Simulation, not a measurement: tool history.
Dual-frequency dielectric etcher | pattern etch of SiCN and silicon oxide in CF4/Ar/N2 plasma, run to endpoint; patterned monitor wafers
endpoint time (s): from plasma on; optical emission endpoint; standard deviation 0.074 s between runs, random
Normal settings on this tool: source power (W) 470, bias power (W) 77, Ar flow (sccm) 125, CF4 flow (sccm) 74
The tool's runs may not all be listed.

run    hour  source power (W)  bias power (W)  Ar flow (sccm)  CF4 flow (sccm)  incoming incoming film thickness, nm  endpoint time (s)
  1       0               470              77             125               80                                  14.2                 17
       19.8  -- wet clean of the chamber
  2    62.4               470              77             125               80                                 14.47               17.2
  3   118.6               470              77             125               80                                 14.12               16.9
  4     187               440              77             125               74                                 14.08               18.1
  5   312.8               440              77             125               74                                 14.35               18.3
  6   363.4               470              77             125               74                                 14.18                 17
      412.7  -- wet clean of the chamber
  7   413.2               470              77             125               74                                 14.09               17.1
  8   469.9               470              77             125               84                                 14.23               16.7
  9   495.8               470              77             125               84                                 14.13               16.7
        572  -- upper electrode replaced
 10   572.5               470              77             125               84                                 14.28               16.9
 11   594.7               470              77             125               74                                 14.24               17.1
 12     661               570              84             148               82                                 14.26               14.2
 13   732.1               470              92             125               74                                 14.19                 16
      752.5  -- bias power generator calibrated
 14   759.8               510              94             140               67                                 14.32               15.4
      799.8  -- wet clean of the chamber
      831.3  -- Ar flow controller replaced
 15   831.8               470              77             125               74                                 14.15                 17
      838.1  -- source power generator calibrated
 16   883.3               390              77             152               74                                 14.24               21.2
        919  -- CF4 flow controller replaced
 17   953.3               470              77             113               88                                 14.01               16.9
 18   996.5               570              77             112               74                                 14.14               14.7
 19  1023.7               470              77              94               82                                 14.37                 17
 20  1081.1               590              66              96               65                                 14.25                 15
       1150  -- wet clean of the chamber
 21  1150.5               470              77             125               74                                 14.29               17.6
 22  1197.9               510              77             125               83                                 14.18               16.2

Alternative continuations, all from the tool just after run 22; predict every row:
  A  1198.3               470              77             125               74                                 14.35                  ?
  B  1198.3               470              77             137               60                                 14.35                  ?
  C  1198.3               470              77             156               90                                 14.35                  ?
  D  1198.3               540              60             101               57                                 14.35                  ?

run  endpoint time (s)
  A               17.9
  B               18.6
  C               17.9
  D               17.4
Without the tool's unlogged condition, the same runs would have read:
run  endpoint time (s)
  A               17.9
  B               18.6
  C               17.9
  D               17.4
